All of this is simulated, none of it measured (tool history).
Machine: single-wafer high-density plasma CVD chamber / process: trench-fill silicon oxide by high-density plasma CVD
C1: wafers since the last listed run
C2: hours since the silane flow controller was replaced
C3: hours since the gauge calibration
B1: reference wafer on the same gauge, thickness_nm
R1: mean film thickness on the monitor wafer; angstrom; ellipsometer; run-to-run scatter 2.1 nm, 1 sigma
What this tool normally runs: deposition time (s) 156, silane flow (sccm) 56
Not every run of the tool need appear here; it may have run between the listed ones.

Run 1, hour 0.0: usual settings but deposition time (s) 141, silane flow (sccm) 63; C1 0; C2 3620.7; C3 158.9; B1 902.495. Result: R1 8891.04 angstrom.
Run 2, hour 45.4: usual settings but deposition time (s) 141, silane flow (sccm) 63; C1 592; C2 3666.1; C3 204.3; B1 903.091. Result: R1 8858.29 angstrom.
Run 3, hour 74.9: usual settings but deposition time (s) 141, silane flow (sccm) 63; C1 385; C2 3695.6; C3 233.8; B1 902.586. Result: R1 8889.18 angstrom.
Run 4, hour 103.2: usual settings; C1 369; C2 3723.9; C3 262.1; B1 903.528. Result: R1 8789.92 angstrom.
Run 5, hour 120.1: usual settings; C1 220; C2 3740.8; C3 279.0; B1 903.012. Result: R1 8787.78 angstrom.
Run 6, hour 133.3: usual settings; C1 172; C2 3754.0; C3 292.2; B1 902.230. Result: R1 8754.45 angstrom.
Run 7, hour 149.0: usual settings; C1 205; C2 3769.7; C3 307.9; B1 904.064. Result: R1 8739.11 angstrom.
Run 8, hour 182.3: usual settings but deposition time (s) 149; C1 434; C2 3803.0; C3 341.2; B1 902.391. Result: R1 8371.74 angstrom.
Run 9, hour 204.4: usual settings; C1 288; C2 3825.1; C3 363.3; B1 903.710. Result: R1 8792.09 angstrom.
Run 10, hour 233.5: usual settings; C1 380; C2 3854.2; C3 392.4; B1 903.304. Result: R1 8778.69 angstrom.
At hour 264.7: gauge calibrated.
Run 11, hour 265.0: usual settings; C1 411; C2 3885.7; C3 0.3; B1 901.936. Result: R1 8735.34 angstrom.
Run 12, hour 281.8: usual settings; C1 219; C2 3902.5; C3 17.1; B1 903.530. Result: R1 8777.19 angstrom.
Run 13, hour 311.3: usual settings; C1 385; C2 3932.0; C3 46.6; B1 904.308. Result: R1 8767.24 angstrom.
Run 14, hour 330.6: usual settings; C1 252; C2 3951.3; C3 65.9; B1 903.267. Result: R1 8749.30 angstrom.
Run 15, hour 360.2: usual settings but deposition time (s) 177; C1 386; C2 3980.9; C3 95.5; B1 903.388. Result: R1 9958.62 angstrom.
Run 16, hour 390.7: usual settings but deposition time (s) 177; C1 398; C2 4011.4; C3 126.0; B1 902.290. Result: R1 9909.38 angstrom.
Run 17, hour 414.9: usual settings; C1 316; C2 4035.6; C3 150.2; B1 901.985. Result: R1 8760.21 angstrom.
Run 18, hour 431.9: usual settings but deposition time (s) 176, silane flow (sccm) 47; C1 222; C2 4052.6; C3 167.2; B1 902.781. Result: R1 8326.78 angstrom.
Run 19, hour 459.8: usual settings but silane flow (sccm) 66; C1 364; C2 4080.5; C3 195.1; B1 902.999. Result: R1 10262.99 angstrom.
Run 20, hour 478.0: usual settings but deposition time (s) 133; C1 237; C2 4098.7; C3 213.3; B1 901.968. Result: R1 7471.75 angstrom.
Run 21, hour 502.8: usual settings; C1 323; C2 4123.5; C3 238.1; B1 903.172. Result: R1 8736.70 angstrom.
Run 22, hour 536.5: usual settings but deposition time (s) 184; C1 440; C2 4157.2; C3 271.8; B1 902.158. Result: R1 10329.96 angstrom.
Run 23, hour 550.8: usual settings but deposition time (s) 139, silane flow (sccm) 64; C1 186; C2 4171.5; C3 286.1; B1 902.484. Result: R1 8865.60 angstrom.
Run 24, hour 585.0: usual settings; C1 446; C2 4205.7; C3 320.3; B1 902.181. Result: R1 8810.45 angstrom.
At hour 605.1: silane flow controller replaced.
Run 25, hour 609.2: usual settings but deposition time (s) 135, silane flow (sccm) 67; C1 211; C2 4.1; C3 344.5; B1 902.564. Result: R1 8482.61 angstrom.
Run 26, hour 643.3: usual settings but deposition time (s) 172; C1 445; C2 38.2; C3 378.6; B1 902.652. Result: R1 9095.68 angstrom.
Run 27, hour 664.8: usual settings; C1 280; C2 59.7; C3 400.1; B1 903.911. Result: R1 8226.50 angstrom.
Run 28, hour 688.0: usual settings but deposition time (s) 136, silane flow (sccm) 61; C1 303; C2 82.9; C3 423.3; B1 903.466. Result: R1 7848.25 angstrom.
Run 29, hour 709.7: usual settings; C1 283; C2 104.6; C3 445.0; B1 903.012. Result: R1 8278.88 angstrom.
Run 30, hour 724.9: usual settings but deposition time (s) 170; C1 198; C2 119.8; C3 460.2; B1 903.859. Result: R1 9012.36 angstrom.
At hour 783.5: gauge calibrated.
Run 31, hour 808.2: usual settings; C1 1087; C2 203.1; C3 24.7; B1 904.098. Result: R1 8291.81 angstrom.
Run 32, hour 826.9: usual settings but deposition time (s) 172, silane flow (sccm) 48; C1 244; C2 221.8; C3 43.4; B1 903.202. Result: R1 7894.21 angstrom.

Each row is a separate what-if for the run after 32, all from the same tool condition, not one after another. Results?
Run A, hour 827.3: usual settings but silane flow (sccm) 46; C1 5; C2 222.2; C3 43.8; B1 ?. Result: R1 ?.
Run B, hour 827.3: usual settings but deposition time (s) 180, silane flow (sccm) 65; C1 5; C2 222.2; C3 43.8; B1 ?. Result: R1 ?.
Run C, hour 827.3: usual settings but deposition time (s) 130, silane flow (sccm) 51; C1 5; C2 222.2; C3 43.8; B1 ?. Result: R1 ?.
Run D, hour 827.3: usual settings but deposition time (s) 139, silane flow (sccm) 47; C1 5; C2 222.2; C3 43.8; B1 ?. Result: R1 ?.
Run E, hour 827.3: usual settings but deposition time (s) 146, silane flow (sccm) 62; C1 5; C2 222.2; C3 43.8; B1 ?. Result: R1 ?.

run       B1        R1
  A  903.124   6881.65
  B  903.124  11125.93
  C  903.124   6340.15
  D  903.124   6261.20
  E  903.124   8616.39
Stripped of hidden state, with their random variation kept, the same runs would have yielded:
run        R1
  A   6861.94
  B  11094.07
  C   6321.99
  D   6243.27
  E   8591.72

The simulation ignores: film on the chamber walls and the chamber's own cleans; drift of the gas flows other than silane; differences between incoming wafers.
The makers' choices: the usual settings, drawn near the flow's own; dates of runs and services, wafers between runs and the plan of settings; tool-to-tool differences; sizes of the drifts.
